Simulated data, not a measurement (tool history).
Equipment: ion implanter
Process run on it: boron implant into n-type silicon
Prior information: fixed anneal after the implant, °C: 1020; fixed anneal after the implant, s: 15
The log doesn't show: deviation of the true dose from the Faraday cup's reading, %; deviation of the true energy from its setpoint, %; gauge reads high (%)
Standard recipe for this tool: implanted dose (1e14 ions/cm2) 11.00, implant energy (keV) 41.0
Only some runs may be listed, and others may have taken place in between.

run     day  implanted dose (1e14 ions/cm2)  implant energy (keV)  wafers since the last listed run  hours since the last dose calibration  hours since the extraction supply was calibrated  hours since the gauge calibration  read-back reference wafer on the same gauge, sheet resistance  sheet resistance of the implanted and annealed layer (ohm/square)
  1   0.000                           12.96                  41.0                                 0                                  971.2                                            3813.5                              740.6                                                          99.93                                                              95.83
  2   1.554                           11.00                  41.0                               648                                 1008.5                                            3850.8                              777.9                                                          99.79                                                             110.34
  3   6.046                           11.00                  41.0                              1875                                 1116.3                                            3958.6                              885.7                                                          99.84                                                             109.31
  4   9.292                           11.00                  41.0                              1354                                 1194.2                                            4036.5                              963.6                                                         100.04                                                             110.17
  5  12.225                           11.00                  41.0                              1224                                 1264.6                                            4106.9                             1034.0                                                         100.05                                                             109.87
  6  14.508                           12.48                  41.0                               953                                 1319.4                                            4161.7                             1088.8                                                          99.96                                                              99.80
  7  17.946                           12.48                  41.0                              1435                                 1401.9                                            4244.2                             1171.3                                                         100.26                                                             100.21
  8  21.317                           11.91                  33.0                              1407                                 1482.8                                            4325.1                             1252.2                                                          99.96                                                             106.20
     23.279  -- gauge calibrated
  9  25.250                           11.91                  33.0                              1642                                 1577.2                                            4419.5                               47.3                                                          99.83                                                             105.44
     26.433  -- extraction supply calibrated
 10  29.421                           11.91                  33.0                              1601                                 1677.3                                              71.7                              147.4                                                         100.02                                                             105.38
 11  33.379                           11.00                  41.0                              1652                                 1772.3                                             166.7                              242.4                                                         100.10                                                             112.70
 12  35.325                            8.40                  46.0                               812                                 1819.0                                             213.4                              289.1                                                          99.81                                                             138.78
 13  37.158                            8.33                  54.0                               765                                 1863.0                                             257.4                              333.1                                                         100.04                                                             138.32
 14  39.725                           13.00                  34.5                              1071                                 1924.6                                             319.0                              394.7                                                          99.97                                                              98.89
 15  42.258                           11.00                  41.0                              1057                                 1985.4                                             379.8                              455.5                                                         100.02                                                             112.92
     43.854  -- Faraday cup replaced and dose calibrated
 16  51.221                            8.81                  29.5                              3602                                  176.8                                             594.9                              670.6                                                          99.81                                                             135.09
 17  53.321                           13.67                  37.0                               876                                  227.2                                             645.3                              721.0                                                          99.91                                                              90.46
 18  57.096                            9.87                  33.0                              1575                                  317.8                                             735.9                              811.6                                                         100.12                                                             121.40
 19  60.783                           11.00                  41.0                              1539                                  406.3                                             824.4                              900.1                                                         100.13                                                             108.55
 20  63.546                           11.00                  55.0                              1153                                  472.6                                             890.7                              966.4                                                          99.74                                                             106.54
 21  65.371                           11.00                  48.5                               761                                  516.4                                             934.5                             1010.2                                                          99.89                                                             109.49

Branching from run 21: 4 alternative next runs. What would each branch give?
  A  65.388                           11.00                  41.0                                 6                                  516.8                                             934.9                             1010.6                                                              ?                                                                  ?
  B  65.388                           14.11                  34.5                                 6                                  516.8                                             934.9                             1010.6                                                              ?                                                                  ?
  C  65.388                           13.72                  54.0                                 6                                  516.8                                             934.9                             1010.6                                                              ?                                                                  ?
  D  65.388                            9.84                  50.0                                 6                                  516.8                                             934.9                             1010.6                                                              ?                                                                  ?

run  read-back reference wafer on the same gauge, sheet resistance  sheet resistance of the implanted and annealed layer (ohm/square)
  A                                                          99.99                                                             109.78
  B                                                          99.99                                                              90.31
  C                                                          99.99                                                              89.69
  D                                                          99.99                                                             118.73
Had the tool no hidden state, the same runs would have come out as:
run  sheet resistance of the implanted and annealed layer (ohm/square)
  A                                                             109.63
  B                                                              90.19
  C                                                              89.57
  D                                                             118.57

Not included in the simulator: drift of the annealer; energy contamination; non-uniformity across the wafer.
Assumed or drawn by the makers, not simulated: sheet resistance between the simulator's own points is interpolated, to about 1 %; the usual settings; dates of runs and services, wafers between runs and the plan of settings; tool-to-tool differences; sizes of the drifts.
